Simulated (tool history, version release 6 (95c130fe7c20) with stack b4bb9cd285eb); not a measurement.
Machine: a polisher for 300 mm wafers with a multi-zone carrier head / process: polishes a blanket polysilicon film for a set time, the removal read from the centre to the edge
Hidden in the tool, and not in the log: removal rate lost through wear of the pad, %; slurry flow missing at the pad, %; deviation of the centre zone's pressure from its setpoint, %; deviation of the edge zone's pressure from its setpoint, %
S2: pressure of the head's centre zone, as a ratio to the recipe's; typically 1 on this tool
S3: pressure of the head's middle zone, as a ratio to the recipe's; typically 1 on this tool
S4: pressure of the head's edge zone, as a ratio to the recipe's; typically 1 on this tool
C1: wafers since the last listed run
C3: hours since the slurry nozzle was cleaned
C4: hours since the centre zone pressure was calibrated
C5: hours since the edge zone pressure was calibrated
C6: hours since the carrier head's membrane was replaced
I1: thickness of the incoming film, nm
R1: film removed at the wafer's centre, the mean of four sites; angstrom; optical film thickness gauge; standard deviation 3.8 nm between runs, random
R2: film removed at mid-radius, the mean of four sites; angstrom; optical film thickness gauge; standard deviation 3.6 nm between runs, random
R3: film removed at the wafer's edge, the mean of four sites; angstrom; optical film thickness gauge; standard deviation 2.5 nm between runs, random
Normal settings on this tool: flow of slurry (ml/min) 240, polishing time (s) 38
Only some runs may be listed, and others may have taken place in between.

run 1 hour=0 | flow_of_slurry_(ml/min)=240 S2=1 S3=1 S4=1 polishing_time_(s)=38 | C1=0 wafers_polished_on_this_pad=994 C3=3.7 C4=185.4 C5=776 C6=1135.1 | I1=2034 | R1=3215 R2=3286 R3=3274
-- hour=17.6 worn pad replaced by a new one
run 2 hour=18.1 | flow_of_slurry_(ml/min)=180 S2=1 S3=1 S4=1.07 polishing_time_(s)=38 | C1=209 wafers_polished_on_this_pad=7 C3=21.8 C4=203.5 C5=794.1 C6=1153.2 | I1=2046.1 | R1=2890 R2=2972 R3=3048
run 3 hour=29.4 | flow_of_slurry_(ml/min)=180 S2=1 S3=1 S4=1.07 polishing_time_(s)=38 | C1=167 wafers_polished_on_this_pad=175 C3=33.1 C4=214.8 C5=805.4 C6=1164.5 | I1=1996.1 | R1=2875 R2=2862 R3=2991
run 4 hour=71 | flow_of_slurry_(ml/min)=180 S2=1 S3=1 S4=1.07 polishing_time_(s)=38 | C1=617 wafers_polished_on_this_pad=792 C3=74.7 C4=256.4 C5=847 C6=1206.1 | I1=1983.8 | R1=2778 R2=2839 R3=2883
-- hour=81.9 edge zone pressure recalibrated
-- hour=86.1 worn pad replaced by a new one, repeated, since the last time left the tool worse
run 5 hour=86.6 | flow_of_slurry_(ml/min)=240 S2=1 S3=1 S4=1 polishing_time_(s)=38 | C1=142 wafers_polished_on_this_pad=6 C3=90.3 C4=272 C5=4.7 C6=1221.7 | I1=2008.7 | R1=3444 R2=3451 R3=3394
run 6 hour=100.2 | flow_of_slurry_(ml/min)=240 S2=1 S3=1 S4=1 polishing_time_(s)=47 | C1=201 wafers_polished_on_this_pad=208 C3=103.9 C4=285.6 C5=18.3 C6=1235.3 | I1=2007.9 | R1=4132 R2=4200 R3=4110
run 7 hour=116.2 | flow_of_slurry_(ml/min)=240 S2=1 S3=1 S4=1 polishing_time_(s)=47 | C1=237 wafers_polished_on_this_pad=446 C3=119.9 C4=301.6 C5=34.3 C6=1251.3 | I1=2020.7 | R1=4087 R2=4071 R3=4050
run 8 hour=126.4 | flow_of_slurry_(ml/min)=240 S2=1 S3=1.1 S4=1 polishing_time_(s)=38 | C1=151 wafers_polished_on_this_pad=597 C3=130.1 C4=311.8 C5=44.5 C6=1261.5 | I1=1992.1 | R1=3288 R2=3513 R3=3245
run 9 hour=137.8 | flow_of_slurry_(ml/min)=265 S2=1 S3=1 S4=1 polishing_time_(s)=46 | C1=169 wafers_polished_on_this_pad=767 C3=141.5 C4=323.2 C5=55.9 C6=1272.9 | I1=2038.4 | R1=4039 R2=4087 R3=3998
run 10 hour=154.6 | flow_of_slurry_(ml/min)=240 S2=1 S3=1 S4=1.1 polishing_time_(s)=29 | C1=249 wafers_polished_on_this_pad=1016 C3=158.3 C4=340 C5=72.7 C6=1289.7 | I1=1990.7 | R1=2496 R2=2507 R3=2587
-- hour=158.7 centre zone pressure recalibrated
run 11 hour=168.1 | flow_of_slurry_(ml/min)=240 S2=1.09 S3=1.05 S4=1 polishing_time_(s)=43 | C1=170 wafers_polished_on_this_pad=1187 C3=171.8 C4=9.4 C5=86.2 C6=1303.2 | I1=2054.8 | R1=4037 R2=3902 R3=3636
-- hour=176.5 worn pad replaced by a new one
run 12 hour=176.9 | flow_of_slurry_(ml/min)=240 S2=1 S3=0.91 S4=0.92 polishing_time_(s)=38 | C1=71 wafers_polished_on_this_pad=6 C3=180.6 C4=18.2 C5=95 C6=1312 | I1=1996 | R1=3412 R2=3200 R3=3249
run 13 hour=188.6 | flow_of_slurry_(ml/min)=240 S2=1 S3=1 S4=1 polishing_time_(s)=38 | C1=173 wafers_polished_on_this_pad=180 C3=192.3 C4=29.9 C5=106.7 C6=1323.7 | I1=1983.3 | R1=3344 R2=3317 R3=3332
run 14 hour=204.7 | flow_of_slurry_(ml/min)=240 S2=1 S3=1.1 S4=1 polishing_time_(s)=38 | C1=239 wafers_polished_on_this_pad=419 C3=208.4 C4=46 C5=122.8 C6=1339.8 | I1=1986.9 | R1=3330 R2=3597 R3=3244
run 15 hour=210.9 | flow_of_slurry_(ml/min)=240 S2=1 S3=1 S4=0.92 polishing_time_(s)=38 | C1=92 wafers_polished_on_this_pad=511 C3=214.6 C4=52.2 C5=129 C6=1346 | I1=1998.7 | R1=3331 R2=3334 R3=3156
-- hour=215.3 slurry nozzle cleaned
-- hour=226.3 carrier head's membrane replaced by a new one
run 16 hour=248.4 | flow_of_slurry_(ml/min)=220 S2=1.07 S3=1 S4=0.88 polishing_time_(s)=38 | C1=467 wafers_polished_on_this_pad=979 C3=33.1 C4=89.7 C5=166.5 C6=22.1 | I1=2008.9 | R1=3410 R2=3289 R3=3033
-- hour=281.5 worn pad replaced by a new one
run 17 hour=282 | flow_of_slurry_(ml/min)=205 S2=1 S3=1 S4=1 polishing_time_(s)=48 | C1=439 wafers_polished_on_this_pad=7 C3=66.7 C4=123.3 C5=200.1 C6=55.7 | I1=2043.8 | R1=4156 R2=4317 R3=4255
run 18 hour=284.9 | flow_of_slurry_(ml/min)=265 S2=1 S3=1 S4=1 polishing_time_(s)=46 | C1=43 wafers_polished_on_this_pad=50 C3=69.6 C4=126.2 C5=203 C6=58.6 | I1=2006.2 | R1=4246 R2=4178 R3=4104
run 19 hour=297.3 | flow_of_slurry_(ml/min)=240 S2=0.94 S3=1.1 S4=1 polishing_time_(s)=38 | C1=184 wafers_polished_on_this_pad=234 C3=82 C4=138.6 C5=215.4 C6=71 | I1=2009.1 | R1=3118 R2=3733 R3=3336
run 20 hour=310.6 | flow_of_slurry_(ml/min)=240 S2=0.96 S3=0.96 S4=1 polishing_time_(s)=38 | C1=197 wafers_polished_on_this_pad=432 C3=95.3 C4=151.9 C5=228.7 C6=84.3 | I1=2043.5 | R1=3141 R2=3251 R3=3299
run 21 hour=327.8 | flow_of_slurry_(ml/min)=165 S2=1.08 S3=1 S4=1 polishing_time_(s)=44 | C1=255 wafers_polished_on_this_pad=687 C3=112.5 C4=169.1 C5=245.9 C6=101.5 | I1=1981.5 | R1=3817 R2=3602 R3=3596
run 22 hour=344.6 | flow_of_slurry_(ml/min)=175 S2=0.97 S3=0.97 S4=1.09 polishing_time_(s)=38 | C1=249 wafers_polished_on_this_pad=936 C3=129.3 C4=185.9 C5=262.7 C6=118.3 | I1=1980.2 | R1=3005 R2=3036 R3=3271

For some of the steps in R1 from one run to the next: how much would appear even if the tool had no hidden state, given the settings, what came in and random variation, and how much remains for the hidden state plus any gauge scatter that the measured result and the result without hidden state don't share?
Run 4 -> 5: flow of slurry (ml/min) 180 -> 240, S4 1.07 -> 1, edge zone pressure recalibrated, worn pad replaced by a new one, repeated, since the last time left the tool worse. R1 +666 angstrom: hidden state +480, all else +186.
Run 9 -> 10: flow of slurry (ml/min) 265 -> 240, S4 1 -> 1.1, polishing time (s) 46 -> 29. R1 -1543 angstrom: hidden state +68, all else -1611.
Run 10 -> 11: S2 1 -> 1.09, S3 1 -> 1.05, S4 1.1 -> 1, polishing time (s) 29 -> 43, centre zone pressure recalibrated. R1 +1541 angstrom: hidden state -98, all else +1639.
Run 11 -> 12: S2 1.09 -> 1, S3 1.05 -> 0.91, S4 1 -> 0.92, polishing time (s) 43 -> 38, worn pad replaced by a new one. R1 -625 angstrom: hidden state +227, all else -852.
